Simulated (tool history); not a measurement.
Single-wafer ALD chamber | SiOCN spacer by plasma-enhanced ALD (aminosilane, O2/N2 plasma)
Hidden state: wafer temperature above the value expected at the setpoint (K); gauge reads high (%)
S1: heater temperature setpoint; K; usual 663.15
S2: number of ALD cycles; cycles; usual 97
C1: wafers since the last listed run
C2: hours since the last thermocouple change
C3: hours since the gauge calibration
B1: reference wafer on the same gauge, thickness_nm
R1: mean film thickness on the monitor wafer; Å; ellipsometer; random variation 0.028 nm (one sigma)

run    hour      S1   S2   C1      C2      C3     B1     R1
  1       0  663.15   97    0   403.2   241.2  4.947  58.74
  2    87.9  663.15   97  167   491.1   329.1  4.945  58.11
  3   149.9  663.15   97  117   553.1   391.1  4.952  57.81
  4   227.9  663.15   97  148   631.1   469.1  4.944  58.71
  5   274.1  663.15   97   87   677.3   515.3  4.955  57.79
  6   367.6  669.15   97  177   770.8   608.8   4.95  58.53
  7   410.9  669.15   97   82   814.1   652.1  4.949  58.24
  8   484.8  668.15   97  140     888     726  4.949  57.88
  9     538  663.15   97  101   941.2   779.2  4.948  58.57
 10   608.2  663.15   97  133  1011.4   849.4  4.954  57.98
 11   678.5  663.15   97  133  1081.7   919.7  4.953  57.98
      762.6  -- thermocouple changed; heater temperature recalibrated
 12   772.9  656.15   82  164    10.3  1014.1  4.952  49.47
 13   869.2  669.15   91  183   106.6  1110.4  4.955  54.19
      934.1  -- gauge calibrated
 14   943.4  658.15  109  141   180.8     9.3  4.951  65.53
 15  1085.3  669.15  109  269   322.7   151.2  4.945  65.17
 16  1149.9  663.15   88  122   387.3   215.8  4.946   52.8
 17  1186.4  663.15   97   69   423.8   252.3  4.953  58.35
 18  1256.7  678.15  109  133   494.1   322.6  4.949  64.25
 19  1316.9  656.15  104  114   554.3   382.8  4.959  62.25

Forecast each of these 4 alternatives for the next run:
  A  1317.5  663.15   97   1  554.9  383.4   ?   ?
  B  1317.5  649.15   87   1  554.9  383.4   ?   ?
  C  1317.5  649.15  107   1  554.9  383.4   ?   ?
  D  1317.5  667.15   97   1  554.9  383.4   ?   ?

run     B1     R1
  A  4.957  58.28
  B  4.957  52.27
  C  4.957  64.28
  D  4.957  58.28
Without the tool's hidden state the same runs would have given:
run     R1
  A  58.28
  B  52.27
  C  64.28
  D  58.28
